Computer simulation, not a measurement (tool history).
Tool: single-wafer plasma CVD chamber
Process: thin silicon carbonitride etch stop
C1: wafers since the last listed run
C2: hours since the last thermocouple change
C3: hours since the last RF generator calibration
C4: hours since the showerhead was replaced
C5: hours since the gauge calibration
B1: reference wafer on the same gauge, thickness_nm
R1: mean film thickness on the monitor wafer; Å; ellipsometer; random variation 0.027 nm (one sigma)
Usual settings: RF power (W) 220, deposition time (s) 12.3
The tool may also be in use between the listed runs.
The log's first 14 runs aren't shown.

{"run": 15, "hour": 748.9, "RF power (W)": 190, "deposition time (s)": 12.3, "C1": 2045, "C2": 1639.9, "C3": 1567.6, "C4": 725.8, "C5": 530.4, "B1": 7.548, "R1": 64.77}
{"run": 16, "hour": 813.1, "RF power (W)": 240, "deposition time (s)": 10.7, "C1": 1865, "C2": 1704.1, "C3": 1631.8, "C4": 790, "C5": 594.6, "B1": 7.53, "R1": 59.56}
{"run": 17, "hour": 876.7, "RF power (W)": 240, "deposition time (s)": 14.3, "C1": 1847, "C2": 1767.7, "C3": 1695.4, "C4": 853.6, "C5": 658.2, "B1": 7.544, "R1": 78.92}
{"run": 18, "hour": 929.5, "RF power (W)": 220, "deposition time (s)": 12.3, "C1": 1534, "C2": 1820.5, "C3": 1748.2, "C4": 906.4, "C5": 711, "B1": 7.538, "R1": 67}
{"run": 19, "hour": 981.2, "RF power (W)": 220, "deposition time (s)": 12.3, "C1": 1502, "C2": 1872.2, "C3": 1799.9, "C4": 958.1, "C5": 762.7, "B1": 7.534, "R1": 67.16}
{"run": 20, "hour": 1041.3, "RF power (W)": 180, "deposition time (s)": 11.4, "C1": 1746, "C2": 1932.3, "C3": 1860, "C4": 1018.2, "C5": 822.8, "B1": 7.54, "R1": 58.84}
{"run": 21, "hour": 1070.8, "RF power (W)": 220, "deposition time (s)": 12.3, "C1": 857, "C2": 1961.8, "C3": 1889.5, "C4": 1047.7, "C5": 852.3, "B1": 7.542, "R1": 66.39}
{"run": 22, "hour": 1119.0, "RF power (W)": 195, "deposition time (s)": 10.7, "C1": 1400, "C2": 2010, "C3": 1937.7, "C4": 1095.9, "C5": 900.5, "B1": 7.531, "R1": 56.63}
{"run": 23, "hour": 1161.4, "RF power (W)": 250, "deposition time (s)": 10.7, "C1": 1231, "C2": 2052.4, "C3": 1980.1, "C4": 1138.3, "C5": 942.9, "B1": 7.535, "R1": 60.11}
{"run": 24, "hour": 1229.4, "RF power (W)": 190, "deposition time (s)": 9.9, "C1": 1975, "C2": 2120.4, "C3": 2048.1, "C4": 1206.3, "C5": 1010.9, "B1": 7.54, "R1": 52.22}
{"run": 25, "hour": 1276.5, "RF power (W)": 195, "deposition time (s)": 10.3, "C1": 1368, "C2": 2167.5, "C3": 2095.2, "C4": 1253.4, "C5": 1058, "B1": 7.541, "R1": 55.02}
{"run": 26, "hour": 1310.2, "RF power (W)": 245, "deposition time (s)": 10, "C1": 979, "C2": 2201.2, "C3": 2128.9, "C4": 1287.1, "C5": 1091.7, "B1": 7.548, "R1": 55.85}
{"run": 27, "hour": 1363.0, "RF power (W)": 255, "deposition time (s)": 12.3, "C1": 1534, "C2": 2254, "C3": 2181.7, "C4": 1339.9, "C5": 1144.5, "B1": 7.543, "R1": 69.35}
{"hour": 1416.0, "done": "RF generator calibrated"}
{"hour": 1440.7, "done": "thermocouple changed; heater temperature recalibrated"}
{"run": 28, "hour": 1506.9, "RF power (W)": 220, "deposition time (s)": 11.5, "C1": 3716, "C2": 66.2, "C3": 90.9, "C4": 1483.8, "C5": 1288.4, "B1": 7.532, "R1": 63.62}
{"run": 29, "hour": 1697.2, "RF power (W)": 245, "deposition time (s)": 14.5, "C1": 5529, "C2": 256.5, "C3": 281.2, "C4": 1674.1, "C5": 1478.7, "B1": 7.539, "R1": 82.15}
{"run": 30, "hour": 1749.3, "RF power (W)": 220, "deposition time (s)": 12.3, "C1": 1513, "C2": 308.6, "C3": 333.3, "C4": 1726.2, "C5": 1530.8, "B1": 7.535, "R1": 67.74}
{"run": 31, "hour": 1795.9, "RF power (W)": 230, "deposition time (s)": 9.9, "C1": 1353, "C2": 355.2, "C3": 379.9, "C4": 1772.8, "C5": 1577.4, "B1": 7.536, "R1": 55.24}
{"run": 32, "hour": 1848.1, "RF power (W)": 220, "deposition time (s)": 12.3, "C1": 1516, "C2": 407.4, "C3": 432.1, "C4": 1825, "C5": 1629.6, "B1": 7.533, "R1": 67.19}
{"hour": 1882.6, "done": "gauge calibrated"}
{"run": 33, "hour": 1914.8, "RF power (W)": 220, "deposition time (s)": 12.3, "C1": 1937, "C2": 474.1, "C3": 498.8, "C4": 1891.7, "C5": 32.2, "B1": 7.528, "R1": 66.95}
{"run": 34, "hour": 1940.2, "RF power (W)": 240, "deposition time (s)": 14.3, "C1": 737, "C2": 499.5, "C3": 524.2, "C4": 1917.1, "C5": 57.6, "B1": 7.554, "R1": 80.01}
{"run": 35, "hour": 2009.9, "RF power (W)": 255, "deposition time (s)": 13.9, "C1": 2025, "C2": 569.2, "C3": 593.9, "C4": 1986.8, "C5": 127.3, "B1": 7.536, "R1": 78.67}

4 ways to go on from here, each from the tool as it stands after run 35. What would each give?
{"run": "A", "hour": 2010.3, "RF power (W)": 230, "deposition time (s)": 12.3, "C1": 11, "C2": 569.6, "C3": 594.3, "C4": 1987.2, "C5": 127.7, "B1": "?", "R1": "?"}
{"run": "B", "hour": 2010.3, "RF power (W)": 185, "deposition time (s)": 11.1, "C1": 11, "C2": 569.6, "C3": 594.3, "C4": 1987.2, "C5": 127.7, "B1": "?", "R1": "?"}
{"run": "C", "hour": 2010.3, "RF power (W)": 220, "deposition time (s)": 14.7, "C1": 11, "C2": 569.6, "C3": 594.3, "C4": 1987.2, "C5": 127.7, "B1": "?", "R1": "?"}
{"run": "D", "hour": 2010.3, "RF power (W)": 220, "deposition time (s)": 13.1, "C1": 11, "C2": 569.6, "C3": 594.3, "C4": 1987.2, "C5": 127.7, "B1": "?", "R1": "?"}

run=A B1=7.537 R1=68.08
run=B B1=7.537 R1=58.4
run=C B1=7.537 R1=80.51
run=D B1=7.537 R1=71.74
Without the tool's hidden state the same runs would have given:
run=A R1=69
run=B R1=59.19
run=C R1=81.6
run=D R1=72.72

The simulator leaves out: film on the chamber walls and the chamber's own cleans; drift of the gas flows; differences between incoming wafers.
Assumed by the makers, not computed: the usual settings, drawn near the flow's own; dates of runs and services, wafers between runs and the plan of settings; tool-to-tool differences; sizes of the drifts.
